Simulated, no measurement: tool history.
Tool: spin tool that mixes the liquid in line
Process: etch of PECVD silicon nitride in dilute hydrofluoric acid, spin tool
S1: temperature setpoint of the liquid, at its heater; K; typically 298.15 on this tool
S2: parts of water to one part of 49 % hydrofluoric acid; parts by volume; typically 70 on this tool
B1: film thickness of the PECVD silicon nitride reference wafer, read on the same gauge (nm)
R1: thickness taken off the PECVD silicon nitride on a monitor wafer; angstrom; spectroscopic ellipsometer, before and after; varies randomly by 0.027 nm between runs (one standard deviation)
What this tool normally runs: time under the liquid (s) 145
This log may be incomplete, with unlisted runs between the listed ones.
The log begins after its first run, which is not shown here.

Run 2, hour 53.3: usual settings but S2 80 parts by volume; B1 120.00. Result: R1 71.2 angstrom.
At hour 199.5: hydrofluoric acid flow meter replaced.
Run 3, hour 257.9: usual settings; B1 120.00. Result: R1 83.1 angstrom.
At hour 311.7: thermometer replaced.
Run 4, hour 318.3: usual settings; B1 119.99. Result: R1 79.0 angstrom.
Run 5, hour 464.7: usual settings; B1 120.00. Result: R1 79.9 angstrom.
Run 6, hour 601.5: usual settings; B1 120.00. Result: R1 80.9 angstrom.
Run 7, hour 645.3: usual settings; B1 120.01. Result: R1 80.7 angstrom.
At hour 725.9: hydrofluoric acid flow meter replaced.
Run 8, hour 854.3: usual settings but S1 301.65 K; B1 120.00. Result: R1 103.2 angstrom.
Run 9, hour 889.7: usual settings; B1 120.00. Result: R1 82.1 angstrom.
Run 10, hour 931.8: usual settings; B1 120.00. Result: R1 82.8 angstrom.
At hour 944.3: thermometer replaced.
Run 11, hour 991.7: usual settings; B1 119.99. Result: R1 79.4 angstrom.
Run 12, hour 1052.2: usual settings; B1 120.01. Result: R1 79.9 angstrom.
Run 13, hour 1113.8: usual settings; B1 120.00. Result: R1 80.0 angstrom.
Run 14, hour 1149.8: usual settings but time under the liquid (s) 115; B1 119.99. Result: R1 63.9 angstrom.
At hour 1174.2: hydrofluoric acid flow meter replaced.
Run 15, hour 1207.7: usual settings but S1 303.15 K, time under the liquid (s) 105; B1 120.01. Result: R1 80.1 angstrom.
Run 16, hour 1260.9: usual settings but S1 295.65 K, S2 85 parts by volume, time under the liquid (s) 190; B1 120.00. Result: R1 73.9 angstrom.
Run 17, hour 1291.8: usual settings but S1 300.65 K, S2 90 parts by volume, time under the liquid (s) 195; B1 119.99. Result: R1 99.8 angstrom.
At hour 1321.8: gauge calibrated.
Run 18, hour 1339.1: usual settings; B1 119.99. Result: R1 81.0 angstrom.
Run 19, hour 1389.8: usual settings but S1 293.15 K, time under the liquid (s) 120; B1 120.02. Result: R1 48.2 angstrom.
Run 20, hour 1458.7: usual settings but S1 296.65 K, S2 35 parts by volume; B1 120.00. Result: R1 146.9 angstrom.
Run 21, hour 1491.8: usual settings but S1 303.15 K; B1 119.98. Result: R1 113.1 angstrom.

Run 22 comes next. What will it give?
Run 22, hour 1516.6: usual settings but S1 303.15 K, time under the liquid (s) 105; B1 ?. Result: R1 ?.

Run 22 measured B1 120.01, R1 82.5 angstrom.
On a tool with no hidden condition, and with the same random variation, this run would have come out at R1 79.0 angstrom.
